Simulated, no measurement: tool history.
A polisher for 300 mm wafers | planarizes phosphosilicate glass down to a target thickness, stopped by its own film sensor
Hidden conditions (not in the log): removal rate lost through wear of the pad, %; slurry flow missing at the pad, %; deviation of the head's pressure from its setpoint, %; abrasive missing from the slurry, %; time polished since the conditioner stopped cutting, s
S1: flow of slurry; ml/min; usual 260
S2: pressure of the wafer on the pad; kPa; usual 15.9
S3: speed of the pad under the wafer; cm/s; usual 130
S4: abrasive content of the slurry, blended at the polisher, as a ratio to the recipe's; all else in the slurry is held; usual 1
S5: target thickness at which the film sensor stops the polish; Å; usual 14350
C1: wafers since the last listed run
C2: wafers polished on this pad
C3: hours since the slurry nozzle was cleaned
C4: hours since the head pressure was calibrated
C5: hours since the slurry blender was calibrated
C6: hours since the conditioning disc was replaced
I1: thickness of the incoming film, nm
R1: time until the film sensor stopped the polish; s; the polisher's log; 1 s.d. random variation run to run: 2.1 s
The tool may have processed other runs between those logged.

run	hour	S1	S2	S3	S4	S5	C1	C2	C3	C4	C5	C6	I1	R1
1	0	260	15.9	130	1	15510	0	1045	285.9	22	359	495.9	2297.1	92.8
2	63.9	260	15.9	130	1	15510	462	1508	349.8	85.9	422.9	559.8	2249.4	84.6
# hour 98.4: conditioning disc replaced and pad reconditioned
# hour 108.2: slurry blender recalibrated
3	108.7	260	15.9	130	1	15510	295	1803	394.6	130.7	0.5	10.3	2256.8	85.5
4	154.7	260	15.9	130	1	14350	333	2137	440.6	176.7	46.5	56.3	2272.4	101.4
5	233.9	260	15.9	130	1	14350	573	2710	519.8	255.9	125.7	135.5	2288.1	104.9
6	297.3	220	15.9	130	1	14350	459	3170	583.2	319.3	189.1	198.9	2236.5	95.1
# hour 298.4: slurry nozzle cleaned
7	340.9	260	15.9	130	1	14350	308	3478	42.5	362.9	232.7	242.5	2308.2	105.6
8	394	260	15.9	120	1	14350	384	3863	95.6	416	285.8	295.6	2269.5	104.6
# hour 423.6: worn pad replaced by a new one
9	460.2	345	11.7	130	0.75	14350	450	265	161.8	482.2	352	361.8	2308.5	135.8
10	542.8	260	15.9	106	1	12910	598	863	244.4	564.8	434.6	444.4	2253.4	130.4
11	598.9	260	15.9	130	1	14350	406	1270	300.5	620.9	490.7	500.5	2261.3	99.7
# hour 617.6: slurry blender recalibrated
# hour 636.2: conditioning disc replaced and pad reconditioned
12	682.6	220	15.9	130	1	14350	577	1847	384.2	704.6	65	46.4	2299	101.7
13	727.7	260	20.7	158	1	14350	326	2174	429.3	749.7	110.1	91.5	2281.3	71.7
14	825.9	320	20	142	1	17120	711	2885	527.5	847.9	208.3	189.7	2278.4	52.4
# hour 872.8: head pressure recalibrated
# hour 881.7: slurry nozzle cleaned
15	915.7	305	21.4	130	1	13270	628	3514	34	42.9	298.1	279.5	2264.9	92.9
16	1000.7	260	15.9	130	0.8	14350	615	4129	119	127.9	383.1	364.5	2253.3	112.9
# hour 1007.6: worn pad replaced by a new one
17	1076.7	260	20.7	92	1	14350	521	500	195	203.9	459.1	440.5	2261.9	106.2
# hour 1120: slurry blender recalibrated
# hour 1125.8: conditioning disc replaced and pad reconditioned
18	1151	260	15.9	130	1	15490	509	1009	269.3	278.2	31	25.2	2265.8	87.1
19	1242.8	220	15.9	130	1	14350	664	1674	361.1	370	122.8	117	2277.1	101.2
20	1345.2	260	20.7	164	1.2	14350	741	2416	463.5	472.4	225.2	219.4	2308.4	65.6
# hour 1382.1: slurry nozzle cleaned
21	1394.3	260	15.9	130	1	14350	348	2765	12.2	521.5	274.3	268.5	2269.1	101.4
22	1453.1	260	17.2	118	1	14350	425	3191	71	580.3	333.1	327.3	2295	104.5
# hour 1473.6: worn pad replaced by a new one
23	1546.6	260	15.9	172	1	14350	648	528	164.5	673.8	426.6	420.8	2267.1	79.2
# hour 1610.4: slurry blender recalibrated
24	1611.2	260	21.4	130	1	14350	453	982	229.1	738.4	0.8	485.4	2276.4	77.1

Below are 5 alternative next runs, each starting from the tool's condition after run 24. Predict each:
A	1611.7	340	15.9	130	1	14350	3	986	229.6	738.9	1.3	485.9	2270.8	?
B	1611.7	330	15.9	164	1	14350	3	986	229.6	738.9	1.3	485.9	2270.8	?
C	1611.7	330	15.9	130	1	14350	3	986	229.6	738.9	1.3	485.9	2270.8	?
D	1611.7	325	17.9	130	0.9	14350	3	986	229.6	738.9	1.3	485.9	2270.8	?
E	1611.7	260	15.9	148	0.8	13260	3	986	229.6	738.9	1.3	485.9	2270.8	?

run	R1
A	95.8
B	81
C	96
D	91.5
E	109.9
Stripped of hidden state, with their random variation kept, the same runs would have yielded:
run	R1
A	103.6
B	87.6
C	103.8
D	99
E	118.9
